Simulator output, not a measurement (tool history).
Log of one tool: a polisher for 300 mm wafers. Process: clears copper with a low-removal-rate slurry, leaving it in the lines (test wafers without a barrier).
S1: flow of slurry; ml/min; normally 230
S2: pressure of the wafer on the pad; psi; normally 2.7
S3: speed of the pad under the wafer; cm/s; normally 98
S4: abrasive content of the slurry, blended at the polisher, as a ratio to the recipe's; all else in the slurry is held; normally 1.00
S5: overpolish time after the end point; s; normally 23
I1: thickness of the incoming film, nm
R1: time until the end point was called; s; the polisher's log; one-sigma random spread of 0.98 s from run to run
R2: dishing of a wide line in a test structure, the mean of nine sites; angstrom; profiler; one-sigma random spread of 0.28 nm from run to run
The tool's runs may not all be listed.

{"run": 1, "hour": 0.0, "S1": 230, "S2": 2.7, "S3": 98, "S4": 1.0, "S5": 20, "I1": 227.9, "R1": 84.5, "R2": 266}
{"run": 2, "hour": 37.3, "S1": 230, "S2": 2.7, "S3": 98, "S4": 1.0, "S5": 20, "I1": 226.6, "R1": 81.5, "R2": 264}
{"run": 3, "hour": 61.7, "S1": 230, "S2": 2.7, "S3": 98, "S4": 1.0, "S5": 23, "I1": 222.0, "R1": 80.0, "R2": 286}
{"hour": 73.1, "done": "slurry blender recalibrated"}
{"run": 4, "hour": 101.4, "S1": 230, "S2": 2.7, "S3": 74, "S4": 1.0, "S5": 23, "I1": 222.3, "R1": 104.9, "R2": 248}
{"run": 5, "hour": 151.9, "S1": 230, "S2": 2.7, "S3": 74, "S4": 1.0, "S5": 23, "I1": 220.8, "R1": 103.8, "R2": 247}
{"run": 6, "hour": 185.9, "S1": 230, "S2": 2.7, "S3": 110, "S4": 1.0, "S5": 23, "I1": 224.5, "R1": 70.6, "R2": 307}
{"run": 7, "hour": 225.0, "S1": 230, "S2": 2.7, "S3": 110, "S4": 1.0, "S5": 23, "I1": 224.2, "R1": 70.1, "R2": 310}
{"hour": 231.5, "done": "worn pad replaced by a new one, of another model than before"}
{"run": 8, "hour": 264.9, "S1": 230, "S2": 2.7, "S3": 98, "S4": 1.0, "S5": 23, "I1": 224.6, "R1": 80.5, "R2": 288}
{"run": 9, "hour": 305.5, "S1": 230, "S2": 2.1, "S3": 98, "S4": 0.7, "S5": 23, "I1": 223.1, "R1": 95.3, "R2": 256}
{"hour": 344.0, "done": "head pressure recalibrated"}
{"run": 10, "hour": 377.2, "S1": 230, "S2": 2.7, "S3": 98, "S4": 1.0, "S5": 23, "I1": 225.2, "R1": 84.3, "R2": 285}
{"run": 11, "hour": 430.2, "S1": 230, "S2": 2.7, "S3": 72, "S4": 1.0, "S5": 23, "I1": 222.4, "R1": 100.0, "R2": 254}
{"run": 12, "hour": 479.2, "S1": 230, "S2": 2.1, "S3": 98, "S4": 1.0, "S5": 18, "I1": 224.0, "R1": 97.5, "R2": 224}
{"run": 13, "hour": 525.6, "S1": 230, "S2": 2.7, "S3": 98, "S4": 1.2, "S5": 23, "I1": 225.4, "R1": 81.2, "R2": 290}
{"hour": 546.1, "done": "slurry blender recalibrated"}
{"run": 14, "hour": 570.1, "S1": 230, "S2": 2.7, "S3": 72, "S4": 1.0, "S5": 23, "I1": 220.6, "R1": 96.8, "R2": 258}
{"hour": 616.8, "done": "worn pad replaced by a new one"}
{"run": 15, "hour": 629.1, "S1": 230, "S2": 1.9, "S3": 98, "S4": 1.0, "S5": 23, "I1": 227.2, "R1": 103.0, "R2": 250}
{"run": 16, "hour": 688.0, "S1": 205, "S2": 2.7, "S3": 98, "S4": 1.1, "S5": 23, "I1": 221.4, "R1": 81.7, "R2": 285}
{"run": 17, "hour": 732.4, "S1": 230, "S2": 2.7, "S3": 98, "S4": 1.0, "S5": 23, "I1": 225.9, "R1": 85.9, "R2": 279}
{"hour": 748.5, "done": "slurry nozzle cleaned"}
{"run": 18, "hour": 790.8, "S1": 230, "S2": 2.7, "S3": 98, "S4": 0.7, "S5": 23, "I1": 220.3, "R1": 86.3, "R2": 280}
{"run": 19, "hour": 816.8, "S1": 230, "S2": 2.7, "S3": 98, "S4": 1.0, "S5": 23, "I1": 223.2, "R1": 82.1, "R2": 282}
{"run": 20, "hour": 842.9, "S1": 230, "S2": 2.7, "S3": 98, "S4": 1.0, "S5": 23, "I1": 224.0, "R1": 82.2, "R2": 280}
{"run": 21, "hour": 878.0, "S1": 180, "S2": 2.7, "S3": 76, "S4": 1.0, "S5": 23, "I1": 229.0, "R1": 100.6, "R2": 259}
{"run": 22, "hour": 915.7, "S1": 230, "S2": 3.3, "S3": 72, "S4": 0.8, "S5": 27, "I1": 225.3, "R1": 89.2, "R2": 302}
{"run": 23, "hour": 973.2, "S1": 275, "S2": 2.7, "S3": 98, "S4": 1.0, "S5": 15, "I1": 228.0, "R1": 80.3, "R2": 226}
{"hour": 999.9, "done": "slurry blender recalibrated"}
{"run": 24, "hour": 1045.1, "S1": 230, "S2": 2.2, "S3": 112, "S4": 1.2, "S5": 9, "I1": 223.2, "R1": 81.7, "R2": 154}
{"hour": 1051.5, "done": "worn pad replaced by a new one"}
{"run": 25, "hour": 1164.4, "S1": 280, "S2": 2.7, "S3": 82, "S4": 1.15, "S5": 12, "I1": 224.0, "R1": 84.0, "R2": 186}
{"run": 26, "hour": 1204.7, "S1": 275, "S2": 3.3, "S3": 98, "S4": 1.0, "S5": 30, "I1": 225.0, "R1": 68.2, "R2": 337}
{"hour": 1235.6, "done": "head pressure recalibrated"}
{"run": 27, "hour": 1251.3, "S1": 290, "S2": 2.5, "S3": 68, "S4": 1.0, "S5": 23, "I1": 220.9, "R1": 101.3, "R2": 253}
{"run": 28, "hour": 1297.4, "S1": 230, "S2": 2.0, "S3": 98, "S4": 1.2, "S5": 23, "I1": 222.8, "R1": 96.5, "R2": 253}
{"run": 29, "hour": 1325.2, "S1": 230, "S2": 2.7, "S3": 98, "S4": 1.0, "S5": 23, "I1": 227.6, "R1": 83.2, "R2": 274}

Subtracting, for every run, the result it would have given without the tool's unlogged condition from the measured result gives the following. The same run-to-run variation enters both numbers; the gauge's scatter may not:
What the log doesn't record here: removal rate lost through wear of the pad, %; slurry flow missing at the pad, %; deviation of the head's pressure from its setpoint, %; abrasive missing from the slurry, %.
run=1 R1=-2.4 R2=+5
run=2 R1=-2.7 R2=+5
run=3 R1=-2.9 R2=+6
run=4 R1=-4.4 R2=+6
run=5 R1=-5.0 R2=+8
run=6 R1=-3.8 R2=+8
run=7 R1=-4.3 R2=+9
run=8 R1=-3.3 R2=+7
run=9 R1=-4.3 R2=+6
run=10 R1=+0.0 R2=+1
run=11 R1=-0.1 R2=+0
run=12 R1=-0.2 R2=+0
run=13 R1=-0.2 R2=+1
run=14 R1=-0.3 R2=+1
run=15 R1=-0.5 R2=+1
run=16 R1=-0.6 R2=+1
run=17 R1=-0.8 R2=+1
run=18 R1=-1.0 R2=+2
run=19 R1=-1.2 R2=+3
run=20 R1=-1.2 R2=+3
run=21 R1=-1.8 R2=+2
run=22 R1=-1.8 R2=+3
run=23 R1=-2.0 R2=+3
run=24 R1=-2.4 R2=+4
run=25 R1=-3.4 R2=+6
run=26 R1=-3.1 R2=+5
run=27 R1=+0.0 R2=+0
run=28 R1=+0.0 R2=+0
run=29 R1=-0.1 R2=+0
